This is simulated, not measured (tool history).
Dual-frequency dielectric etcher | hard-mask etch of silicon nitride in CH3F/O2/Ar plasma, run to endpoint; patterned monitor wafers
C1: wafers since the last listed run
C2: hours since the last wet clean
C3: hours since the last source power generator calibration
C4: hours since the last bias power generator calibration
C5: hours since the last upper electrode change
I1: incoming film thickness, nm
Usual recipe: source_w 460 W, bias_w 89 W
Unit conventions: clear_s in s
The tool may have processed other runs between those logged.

Run 1, day 0: usual settings; C1 0; C2 146.2; C3 3745.3; C4 2463.9; C5 2614; I1 46.87. Result: clear_s 59.4 s.
Run 2, day 3.921: usual settings; C1 938; C2 240.3; C3 3839.4; C4 2558; C5 2708.1; I1 47.09. Result: clear_s 59.1 s.
Run 3, day 8.121: usual settings but source_w 380 W; C1 1005; C2 341.1; C3 3940.2; C4 2658.8; C5 2808.9; I1 46.44. Result: clear_s 60.5 s.
At day 9.646: wet clean of the chamber.
Run 4, day 11.012: usual settings; C1 452; C2 32.8; C3 4009.6; C4 2728.2; C5 2878.3; I1 46.74. Result: clear_s 59.6 s.
Run 5, day 15.088: usual settings; C1 975; C2 130.6; C3 4107.4; C4 2826; C5 2976.1; I1 46.7. Result: clear_s 59.2 s.
Run 6, day 17.554: usual settings; C1 590; C2 189.8; C3 4166.6; C4 2885.2; C5 3035.3; I1 46.97. Result: clear_s 59.3 s.
Run 7, day 21.317: usual settings; C1 900; C2 280.1; C3 4256.9; C4 2975.5; C5 3125.6; I1 46.74. Result: clear_s 58.1 s.
At day 25.146: wet clean of the chamber.
Run 8, day 25.167: usual settings; C1 682; C2 0.5; C3 4349.3; C4 3067.9; C5 3218; I1 46.77. Result: clear_s 60.1 s.
Run 9, day 25.95: usual settings; C1 187; C2 19.3; C3 4368.1; C4 3086.7; C5 3236.8; I1 47. Result: clear_s 60.3 s.
Run 10, day 29.175: usual settings but bias_w 81 W; C1 771; C2 96.7; C3 4445.5; C4 3164.1; C5 3314.2; I1 46.54. Result: clear_s 61.5 s.
Run 11, day 30.708: usual settings but bias_w 81 W; C1 367; C2 133.5; C3 4482.3; C4 3200.9; C5 3351; I1 47.01. Result: clear_s 62.5 s.
At day 32.612: upper electrode replaced.
Run 12, day 34.979: usual settings but bias_w 81 W; C1 782; C2 236; C3 4584.8; C4 3303.4; C5 56.8; I1 47.43. Result: clear_s 61.1 s.
At day 35.725: bias power generator calibrated.
Run 13, day 36.708: usual settings but source_w 570 W; C1 373; C2 277.5; C3 4626.3; C4 23.6; C5 98.3; I1 47.17. Result: clear_s 55 s.
Run 14, day 40.9: usual settings but source_w 370 W, bias_w 96 W; C1 1003; C2 378.1; C3 4726.9; C4 124.2; C5 198.9; I1 46.63. Result: clear_s 58.5 s.
At day 43.029: wet clean of the chamber.
Run 15, day 47.021: usual settings; C1 1225; C2 95.8; C3 4873.8; C4 271.1; C5 345.8; I1 46.99. Result: clear_s 59.9 s.
Run 16, day 50.146: usual settings; C1 747; C2 170.8; C3 4948.8; C4 346.1; C5 420.8; I1 46.32. Result: clear_s 59 s.
At day 51.021: source power generator calibrated.
Run 17, day 52.142: usual settings but source_w 580 W, bias_w 70 W; C1 437; C2 218.7; C3 26.9; C4 394; C5 468.7; I1 47.08. Result: clear_s 61 s.
Run 18, day 54.917: usual settings; C1 664; C2 285.3; C3 93.5; C4 460.6; C5 535.3; I1 46.76. Result: clear_s 58.9 s.
Run 19, day 56.633: usual settings but source_w 530 W, bias_w 99 W; C1 410; C2 326.5; C3 134.7; C4 501.8; C5 576.5; I1 46.69. Result: clear_s 52.9 s.
Run 20, day 59.354: usual settings but source_w 380 W, bias_w 105 W; C1 651; C2 391.8; C3 200; C4 567.1; C5 641.8; I1 46.7. Result: clear_s 56.8 s.
At day 62.612: wet clean of the chamber.
Run 21, day 62.633: usual settings but source_w 390 W; C1 545; C2 0.5; C3 278.7; C4 645.8; C5 720.5; I1 47.17. Result: clear_s 63.5 s.
Run 22, day 70.954: usual settings but bias_w 107 W; C1 1991; C2 200.2; C3 478.4; C4 845.5; C5 920.2; I1 47.01. Result: clear_s 54.5 s.
Run 23, day 72.783: usual settings but source_w 510 W, bias_w 81 W; C1 437; C2 244.1; C3 522.3; C4 889.4; C5 964.1; I1 46.89. Result: clear_s 58.8 s.
Run 24, day 77.054: usual settings but source_w 420 W; C1 1022; C2 346.6; C3 624.8; C4 991.9; C5 1066.6; I1 46.72. Result: clear_s 58.7 s.
At day 79.342: wet clean of the chamber.
Run 25, day 81.192: usual settings but source_w 360 W, bias_w 75 W; C1 750; C2 44.4; C3 724.1; C4 1091.2; C5 1165.9; I1 46.6. Result: clear_s 68.1 s.

Had the tool no unlogged condition, and each run kept its random variation, what would the results have been?
The tool's hidden condition here consists of: etch rate over this chamber's usual, %; source power that arrives over what is set, %; bias power that arrives over what is set, %.
run  clear_s
  1     60.6
  2       61
  3     63.2
  4     59.9
  5     60.2
  6     60.7
  7     60.2
  8     60.3
  9     60.6
 10     62.4
 11     63.6
 12       63
 13       57
 14     61.4
 15     60.3
 16     59.9
 17     62.4
 18     60.7
 19     54.7
 20     59.2
 21     63.9
 22     56.2
 23       61
 24     61.6
 25     68.8
